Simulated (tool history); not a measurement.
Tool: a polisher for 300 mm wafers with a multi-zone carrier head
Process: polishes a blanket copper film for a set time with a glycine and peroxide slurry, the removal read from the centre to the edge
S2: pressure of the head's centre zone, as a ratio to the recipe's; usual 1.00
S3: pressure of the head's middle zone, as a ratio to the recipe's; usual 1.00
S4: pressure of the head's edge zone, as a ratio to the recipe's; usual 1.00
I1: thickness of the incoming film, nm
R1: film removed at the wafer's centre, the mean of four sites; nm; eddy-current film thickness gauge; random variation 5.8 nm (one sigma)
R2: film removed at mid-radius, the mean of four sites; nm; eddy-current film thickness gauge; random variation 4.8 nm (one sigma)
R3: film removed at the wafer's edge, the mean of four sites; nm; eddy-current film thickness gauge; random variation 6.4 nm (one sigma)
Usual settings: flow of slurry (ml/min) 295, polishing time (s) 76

{"run": 1, "hour": 0.0, "flow of slurry (ml/min)": 295, "S2": 1.0, "S3": 1.0, "S4": 1.0, "polishing time (s)": 76, "I1": 1743.0, "R1": 503.7, "R2": 492.2, "R3": 481.6}
{"run": 2, "hour": 9.5, "flow of slurry (ml/min)": 295, "S2": 0.95, "S3": 1.0, "S4": 1.0, "polishing time (s)": 76, "I1": 1732.1, "R1": 475.4, "R2": 490.9, "R3": 496.2}
{"run": 3, "hour": 23.4, "flow of slurry (ml/min)": 295, "S2": 0.95, "S3": 1.0, "S4": 1.0, "polishing time (s)": 76, "I1": 1724.9, "R1": 477.7, "R2": 490.7, "R3": 490.3}
{"run": 4, "hour": 37.4, "flow of slurry (ml/min)": 295, "S2": 0.95, "S3": 1.0, "S4": 1.0, "polishing time (s)": 76, "I1": 1740.3, "R1": 470.2, "R2": 485.2, "R3": 494.4}
{"run": 5, "hour": 52.2, "flow of slurry (ml/min)": 295, "S2": 1.0, "S3": 1.0, "S4": 1.0, "polishing time (s)": 70, "I1": 1748.6, "R1": 457.6, "R2": 456.0, "R3": 455.8}
{"run": 6, "hour": 59.8, "flow of slurry (ml/min)": 295, "S2": 1.0, "S3": 1.0, "S4": 1.0, "polishing time (s)": 70, "I1": 1735.0, "R1": 454.4, "R2": 451.0, "R3": 447.7}
{"hour": 63.8, "done": "edge zone pressure recalibrated"}
{"hour": 65.5, "done": "carrier head's membrane replaced by a new one"}
{"hour": 68.0, "done": "worn pad replaced by a new one"}
{"run": 7, "hour": 71.6, "flow of slurry (ml/min)": 295, "S2": 1.0, "S3": 1.0, "S4": 1.0, "polishing time (s)": 76, "I1": 1756.1, "R1": 483.5, "R2": 486.1, "R3": 480.6}
{"hour": 79.2, "done": "slurry nozzle cleaned"}
{"run": 8, "hour": 88.9, "flow of slurry (ml/min)": 295, "S2": 1.08, "S3": 0.91, "S4": 0.9, "polishing time (s)": 76, "I1": 1741.7, "R1": 566.0, "R2": 467.6, "R3": 495.8}
{"run": 9, "hour": 129.8, "flow of slurry (ml/min)": 335, "S2": 0.92, "S3": 1.0, "S4": 1.0, "polishing time (s)": 76, "I1": 1722.2, "R1": 481.6, "R2": 505.4, "R3": 501.9}
{"hour": 133.3, "done": "centre zone pressure recalibrated"}
{"run": 10, "hour": 148.8, "flow of slurry (ml/min)": 230, "S2": 1.0, "S3": 1.0, "S4": 1.0, "polishing time (s)": 87, "I1": 1723.6, "R1": 554.8, "R2": 545.3, "R3": 540.8}
{"hour": 154.0, "done": "worn pad replaced by a new one"}
{"run": 11, "hour": 155.4, "flow of slurry (ml/min)": 295, "S2": 1.0, "S3": 1.0, "S4": 1.0, "polishing time (s)": 50, "I1": 1730.9, "R1": 325.9, "R2": 324.5, "R3": 325.8}
{"run": 12, "hour": 163.5, "flow of slurry (ml/min)": 295, "S2": 0.95, "S3": 1.0, "S4": 1.0, "polishing time (s)": 76, "I1": 1732.6, "R1": 483.1, "R2": 492.2, "R3": 498.1}
{"run": 13, "hour": 173.1, "flow of slurry (ml/min)": 390, "S2": 1.09, "S3": 1.0, "S4": 0.97, "polishing time (s)": 93, "I1": 1721.6, "R1": 687.5, "R2": 625.3, "R3": 601.2}
{"run": 14, "hour": 188.7, "flow of slurry (ml/min)": 295, "S2": 1.0, "S3": 1.0, "S4": 1.0, "polishing time (s)": 76, "I1": 1738.3, "R1": 496.5, "R2": 482.7, "R3": 498.5}

Forecast run 15:
{"run": 15, "hour": 199.2, "flow of slurry (ml/min)": 335, "S2": 0.92, "S3": 1.0, "S4": 1.0, "polishing time (s)": 76, "I1": 1735.9, "R1": "?", "R2": "?", "R3": "?"}

{"run 15": {"R1": 475.2, "R2": 492.3, "R3": 485.6}}
Without the tool's hidden state the same run would have given R1 507.3 nm, R2 522.0 nm, R3 507.4 nm.
